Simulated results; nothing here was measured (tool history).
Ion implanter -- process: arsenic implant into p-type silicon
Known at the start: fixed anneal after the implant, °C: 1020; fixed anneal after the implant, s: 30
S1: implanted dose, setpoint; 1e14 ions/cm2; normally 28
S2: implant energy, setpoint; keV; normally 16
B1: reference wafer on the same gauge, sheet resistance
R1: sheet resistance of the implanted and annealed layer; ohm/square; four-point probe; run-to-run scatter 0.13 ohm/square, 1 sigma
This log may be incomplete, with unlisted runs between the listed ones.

run     day     S1  S2      B1     R1
  1       0     28  16  103.23  87.75
  2   1.233     28  16  103.23  88.06
  3   3.475     28  16  103.14  87.73
  4   6.204     28  16  103.03  87.49
  5    8.45     28  16  103.01  87.42
  6  11.321     28  16   102.9  87.65
     13.754  -- Faraday cup replaced and dose calibrated
  7  19.242     28  16  102.81  87.39
  8  20.483     28  16  102.74  87.61
  9  22.633  30.14  21  102.73  80.86
     24.858  -- gauge calibrated
 10  25.358  23.34  16   104.4  91.98
     26.258  -- extraction supply calibrated
 11  27.329  23.74  12  104.18   95.4
 12  28.483  20.82  16  104.05  94.14

Run 13 has not been measured yet. What should we expect?
 13  30.254  28  16   ?   ?

Run 13 produced B1 103.87, R1 88.13 ohm/square.
Had the tool carried no hidden state, the very same run would have given R1 88.55 ohm/square.
